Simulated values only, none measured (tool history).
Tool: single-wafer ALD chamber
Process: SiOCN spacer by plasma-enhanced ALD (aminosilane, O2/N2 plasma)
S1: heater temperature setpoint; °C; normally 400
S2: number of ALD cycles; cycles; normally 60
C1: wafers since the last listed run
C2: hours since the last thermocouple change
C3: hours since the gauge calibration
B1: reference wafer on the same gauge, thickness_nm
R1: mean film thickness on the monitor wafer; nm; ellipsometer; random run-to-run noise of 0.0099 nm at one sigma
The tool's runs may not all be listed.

{"run": 1, "hour": 0.0, "S1": 390, "S2": 66, "C1": 0, "C2": 2020, "C3": 46.4, "B1": 4.177, "R1": 4.353}
{"run": 2, "hour": 14.6, "S1": 400, "S2": 60, "C1": 40, "C2": 2034.6, "C3": 61, "B1": 4.175, "R1": 3.969}
{"run": 3, "hour": 40.9, "S1": 400, "S2": 60, "C1": 72, "C2": 2060.9, "C3": 87.3, "B1": 4.183, "R1": 3.965}
{"run": 4, "hour": 58.1, "S1": 407, "S2": 60, "C1": 47, "C2": 2078.1, "C3": 104.5, "B1": 4.182, "R1": 3.889}
{"run": 5, "hour": 84.3, "S1": 400, "S2": 63, "C1": 72, "C2": 2104.3, "C3": 130.7, "B1": 4.183, "R1": 4.167}
{"run": 6, "hour": 109.1, "S1": 396, "S2": 60, "C1": 68, "C2": 2129.1, "C3": 155.5, "B1": 4.182, "R1": 3.971}
{"run": 7, "hour": 121.5, "S1": 400, "S2": 60, "C1": 34, "C2": 2141.5, "C3": 167.9, "B1": 4.188, "R1": 3.977}
{"run": 8, "hour": 147.1, "S1": 400, "S2": 60, "C1": 70, "C2": 2167.1, "C3": 193.5, "B1": 4.191, "R1": 3.98}
{"run": 9, "hour": 160.1, "S1": 408, "S2": 63, "C1": 35, "C2": 2180.1, "C3": 206.5, "B1": 4.192, "R1": 4.069}
{"hour": 182.8, "done": "thermocouple changed; heater temperature recalibrated"}
{"run": 10, "hour": 183.3, "S1": 389, "S2": 51, "C1": 41, "C2": 0.5, "C3": 229.7, "B1": 4.197, "R1": 3.391}
{"run": 11, "hour": 208.0, "S1": 400, "S2": 60, "C1": 68, "C2": 25.2, "C3": 254.4, "B1": 4.205, "R1": 3.978}
{"run": 12, "hour": 241.2, "S1": 395, "S2": 49, "C1": 91, "C2": 58.4, "C3": 287.6, "B1": 4.215, "R1": 3.269}
{"hour": 323.9, "done": "gauge calibrated"}
{"run": 13, "hour": 325.6, "S1": 400, "S2": 60, "C1": 232, "C2": 142.8, "C3": 1.7, "B1": 4.175, "R1": 3.959}
{"run": 14, "hour": 352.9, "S1": 400, "S2": 60, "C1": 75, "C2": 170.1, "C3": 29, "B1": 4.178, "R1": 3.975}
{"run": 15, "hour": 440.1, "S1": 407, "S2": 57, "C1": 240, "C2": 257.3, "C3": 116.2, "B1": 4.184, "R1": 3.71}
{"run": 16, "hour": 466.8, "S1": 400, "S2": 52, "C1": 73, "C2": 284, "C3": 142.9, "B1": 4.185, "R1": 3.44}

3 ways to go on from here, each from the tool as it stands after run 16. What would each give?
{"run": "A", "hour": 467.3, "S1": 400, "S2": 60, "C1": 1, "C2": 284.5, "C3": 143.4, "B1": "?", "R1": "?"}
{"run": "B", "hour": 467.3, "S1": 411, "S2": 53, "C1": 1, "C2": 284.5, "C3": 143.4, "B1": "?", "R1": "?"}
{"run": "C", "hour": 467.3, "S1": 386, "S2": 66, "C1": 1, "C2": 284.5, "C3": 143.4, "B1": "?", "R1": "?"}

run=A B1=4.184 R1=3.985
run=B B1=4.184 R1=3.398
run=C B1=4.184 R1=4.384
With no hidden state in the tool, these same runs would have given:
run=A R1=3.971
run=B R1=3.386
run=C R1=4.368
